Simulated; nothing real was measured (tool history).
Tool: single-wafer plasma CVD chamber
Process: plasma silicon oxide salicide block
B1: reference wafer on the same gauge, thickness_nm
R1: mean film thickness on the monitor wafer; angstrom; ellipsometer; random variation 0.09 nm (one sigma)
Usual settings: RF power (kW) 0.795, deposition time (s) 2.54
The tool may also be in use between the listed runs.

Run 1, day 0.000: usual settings but RF power (kW) 0.830; B1 32.264. Result: R1 284.12 angstrom.
Run 2, day 1.750: usual settings but RF power (kW) 0.830; B1 32.258. Result: R1 284.64 angstrom.
Run 3, day 3.817: usual settings but RF power (kW) 0.830; B1 32.232. Result: R1 283.39 angstrom.
Run 4, day 6.771: usual settings; B1 32.239. Result: R1 278.75 angstrom.
Run 5, day 9.183: usual settings but deposition time (s) 2.65; B1 32.226. Result: R1 292.81 angstrom.
Run 6, day 13.654: usual settings but deposition time (s) 2.65; B1 32.177. Result: R1 289.72 angstrom.
Run 7, day 17.017: usual settings but deposition time (s) 2.65; B1 32.214. Result: R1 292.70 angstrom.
Run 8, day 20.696: usual settings; B1 32.158. Result: R1 278.83 angstrom.
Run 9, day 23.583: usual settings; B1 32.164. Result: R1 279.85 angstrom.
Run 10, day 25.146: usual settings but RF power (kW) 0.710; B1 32.157. Result: R1 266.88 angstrom.
Run 11, day 28.421: usual settings but RF power (kW) 0.710; B1 32.091. Result: R1 269.56 angstrom.
Run 12, day 32.383: usual settings; B1 32.071. Result: R1 278.33 angstrom.
Run 13, day 36.612: usual settings; B1 31.989. Result: R1 279.42 angstrom.
Run 14, day 39.771: usual settings; B1 32.050. Result: R1 279.44 angstrom.
Run 15, day 43.979: usual settings but deposition time (s) 2.65; B1 32.009. Result: R1 288.93 angstrom.
Run 16, day 46.767: usual settings but deposition time (s) 2.04; B1 32.022. Result: R1 222.72 angstrom.
Run 17, day 50.033: usual settings but RF power (kW) 0.680, deposition time (s) 2.96; B1 31.969. Result: R1 309.20 angstrom.
Run 18, day 53.633: usual settings but RF power (kW) 0.860, deposition time (s) 2.83; B1 31.973. Result: R1 315.17 angstrom.
Run 19, day 56.629: usual settings but RF power (kW) 0.950, deposition time (s) 2.74; B1 32.621. Result: R1 321.89 angstrom.
Run 20, day 58.138: usual settings but RF power (kW) 0.695, deposition time (s) 3.04; B1 32.565. Result: R1 323.95 angstrom.
Run 21, day 60.338: usual settings but deposition time (s) 2.97; B1 32.558. Result: R1 329.21 angstrom.
Run 22, day 63.650: usual settings but RF power (kW) 0.930, deposition time (s) 2.84; B1 32.545. Result: R1 330.62 angstrom.
Run 23, day 67.825: usual settings but deposition time (s) 2.25; B1 32.513. Result: R1 250.63 angstrom.
Run 24, day 71.771: usual settings but RF power (kW) 0.890, deposition time (s) 2.11; B1 32.477. Result: R1 243.18 angstrom.
Run 25, day 74.258: usual settings; B1 32.471. Result: R1 281.29 angstrom.
Run 26, day 76.858: usual settings but RF power (kW) 0.745, deposition time (s) 2.41; B1 32.470. Result: R1 262.20 angstrom.
Run 27, day 79.879: usual settings but RF power (kW) 0.950, deposition time (s) 2.74; B1 32.444. Result: R1 319.79 angstrom.
Run 28, day 83.146: usual settings but RF power (kW) 0.895, deposition time (s) 2.81; B1 32.375. Result: R1 322.20 angstrom.

Taken out of this log: 3 entries between the listed runs. Where each belongs, and how the hidden state differs across it:
Between runs 18 and 19: gauge calibrated (day 55.083)
  gauge reads high (%): -2 -> -0.00434
  measured less the result without the state, R1: -6.44 -> -0.02 angstrom
Between runs 21 and 22: showerhead replaced (day 61.200); RF generator calibrated (day 63.629)
  gauge reads high (%): -0.0737 -> -0.136
  measured less the result without the state, R1: -0.24 -> -0.45 angstrom
